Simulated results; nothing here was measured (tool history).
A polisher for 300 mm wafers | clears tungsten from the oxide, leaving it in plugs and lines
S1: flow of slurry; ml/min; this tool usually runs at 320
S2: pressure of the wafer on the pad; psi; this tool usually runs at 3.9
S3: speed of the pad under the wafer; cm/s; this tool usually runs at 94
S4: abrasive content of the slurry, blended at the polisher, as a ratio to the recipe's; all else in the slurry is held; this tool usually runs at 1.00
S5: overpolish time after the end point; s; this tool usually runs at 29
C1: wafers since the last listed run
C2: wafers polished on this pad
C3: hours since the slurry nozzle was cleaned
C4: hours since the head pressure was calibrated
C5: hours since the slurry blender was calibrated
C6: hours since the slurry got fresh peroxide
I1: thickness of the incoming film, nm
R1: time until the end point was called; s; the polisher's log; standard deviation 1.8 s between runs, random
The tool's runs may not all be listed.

run,day,S1,S2,S3,S4,S5,C1,C2,C3,C4,C5,C6,I1,R1
1,0.000,320,3.9,94,1.00,29,0,768,119.6,456.2,119.7,32.7,449.9,100.7
2,2.975,320,3.9,94,1.00,38,328,1097,191.0,527.6,191.1,104.1,457.5,109.1
3,7.046,320,3.9,94,1.00,38,449,1547,288.7,625.3,288.8,201.8,455.1,106.4
4,10.729,320,3.9,94,1.00,29,407,1954,377.1,713.7,377.2,290.2,447.4,110.3
5,13.329,320,3.9,94,1.00,29,287,2241,439.5,776.1,439.6,352.6,452.0,115.2
# day 13.754: worn pad replaced by a new one, of another model than before
6,16.529,320,3.9,94,1.00,29,335,306,516.3,852.9,516.4,429.4,450.1,119.4
# day 17.438: slurry blender recalibrated
# day 20.592: slurry tank refilled with fresh slurry and peroxide
7,20.942,320,4.2,94,1.00,29,473,780,622.2,958.8,84.1,8.4,457.9,97.8
8,23.588,320,3.9,94,1.00,29,292,1073,685.7,1022.3,147.6,71.9,465.3,104.1
# day 23.750: slurry nozzle cleaned
9,25.417,320,3.9,94,1.00,29,197,1270,40.0,1066.2,191.5,115.8,448.6,102.6
10,29.171,320,3.9,94,1.00,29,414,1685,130.1,1156.3,281.6,205.9,453.4,109.3
11,33.438,320,3.9,94,1.00,29,471,2157,232.5,1258.7,384.0,308.3,447.7,114.2
# day 34.446: worn pad replaced by a new one
12,35.721,320,3.9,108,1.00,40,233,141,287.3,1313.5,438.8,363.1,451.3,96.0
# day 36.621: head pressure recalibrated
13,38.325,320,3.9,94,1.00,29,278,419,349.8,40.9,501.3,425.6,457.5,119.0
14,39.996,320,3.9,94,0.80,29,184,604,389.9,81.0,541.4,465.7,456.8,121.9
# day 40.621: slurry blender recalibrated
15,43.462,290,3.0,94,1.00,29,373,978,473.1,164.2,68.2,548.9,458.3,132.6
# day 43.704: slurry tank refilled with fresh slurry and peroxide
16,46.071,320,3.9,94,1.00,40,283,1262,535.7,226.8,130.8,56.8,455.0,107.3
17,49.988,320,3.9,94,1.00,29,432,1694,629.7,320.8,224.8,150.8,458.4,110.9
# day 50.646: slurry nozzle cleaned
# day 52.896: worn pad replaced by a new one
18,53.250,320,4.7,94,1.00,15,337,39,62.5,399.1,303.1,229.1,450.5,95.3
19,57.412,320,3.9,94,1.20,29,460,499,162.4,499.0,403.0,329.0,456.6,109.0
20,61.304,280,3.9,72,1.00,29,430,929,255.8,592.4,496.4,422.4,448.0,151.4
# day 63.738: slurry tank refilled with fresh slurry and peroxide
# day 64.067: slurry blender recalibrated
21,64.288,320,2.9,108,1.20,29,315,1245,327.4,664.0,5.3,13.2,460.4,105.7
22,67.362,320,3.9,94,1.00,29,339,1585,401.2,737.8,79.1,87.0,450.8,101.5
23,70.429,320,3.9,94,0.85,29,338,1924,474.8,811.4,152.7,160.6,448.9,110.4
24,74.479,395,3.1,94,1.00,29,447,2371,572.0,908.6,249.9,257.8,447.4,126.5
# day 75.667: worn pad replaced by a new one
25,78.417,320,3.9,94,1.00,29,416,303,666.5,1003.1,344.4,352.3,457.0,110.7
26,82.075,320,3.2,94,1.00,29,404,708,754.3,1090.9,432.2,440.1,457.2,133.6
# day 83.717: slurry nozzle cleaned
# day 84.562: slurry blender recalibrated
27,85.500,275,3.3,94,1.00,29,364,1073,42.8,1173.1,22.5,522.3,458.9,118.0

Across each entry between runs, compare the hidden state at the last listed run before it with the hidden state at the first listed run after it:
Logged between run 5 and run 6: worn pad replaced by a new one, of another model than before (day 13.754)
  abrasive missing from the slurry, %: 33.3 -> 38.7
  what was measured, less what the result would be without the hidden state, R1: +13.6 -> +17.1 s
Logged between run 6 and run 7: slurry blender recalibrated (day 17.438); slurry tank refilled with fresh slurry and peroxide (day 20.592)
  abrasive missing from the slurry, %: 38.7 -> 6.19
  what was measured, less what the result would be without the hidden state, R1: +17.1 -> +1.8 s
Logged between run 8 and run 9: slurry nozzle cleaned (day 23.750)
  abrasive missing from the slurry, %: 10.7 -> 13.8
  what was measured, less what the result would be without the hidden state, R1: +3.5 -> +4.5 s
Logged between run 11 and run 12: worn pad replaced by a new one (day 34.446)
  abrasive missing from the slurry, %: 27.4 -> 31.2
  what was measured, less what the result would be without the hidden state, R1: +10.8 -> +10.5 s
Logged between run 12 and run 13: head pressure recalibrated (day 36.621)
  abrasive missing from the slurry, %: 31.2 -> 35.6
  what was measured, less what the result would be without the hidden state, R1: +10.5 -> +15.4 s
Logged between run 14 and run 15: slurry blender recalibrated (day 40.621)
  abrasive missing from the slurry, %: 38.5 -> 10.1
  what was measured, less what the result would be without the hidden state, R1: +16.9 -> +4.2 s
Logged between run 15 and run 16: slurry tank refilled with fresh slurry and peroxide (day 43.704)
  abrasive missing from the slurry, %: 10.1 -> 14.6
  what was measured, less what the result would be without the hidden state, R1: +4.2 -> +5.0 s
Logged between run 17 and run 18: slurry nozzle cleaned (day 50.646); worn pad replaced by a new one (day 52.896)
  abrasive missing from the slurry, %: 21.2 -> 26.7
  what was measured, less what the result would be without the hidden state, R1: +7.8 -> +8.7 s
Logged between run 20 and run 21: slurry tank refilled with fresh slurry and peroxide (day 63.738); slurry blender recalibrated (day 64.067)
  abrasive missing from the slurry, %: 40.4 -> 1.82
  what was measured, less what the result would be without the hidden state, R1: +22.8 -> +0.6 s
Logged between run 24 and run 25: worn pad replaced by a new one (day 75.667)
  abrasive missing from the slurry, %: 19.1 -> 25.8
  what was measured, less what the result would be without the hidden state, R1: +7.9 -> +9.7 s
Logged between run 26 and run 27: slurry nozzle cleaned (day 83.717); slurry blender recalibrated (day 84.562)
  abrasive missing from the slurry, %: 32 -> 1.61
  what was measured, less what the result would be without the hidden state, R1: +15.1 -> +0.6 s
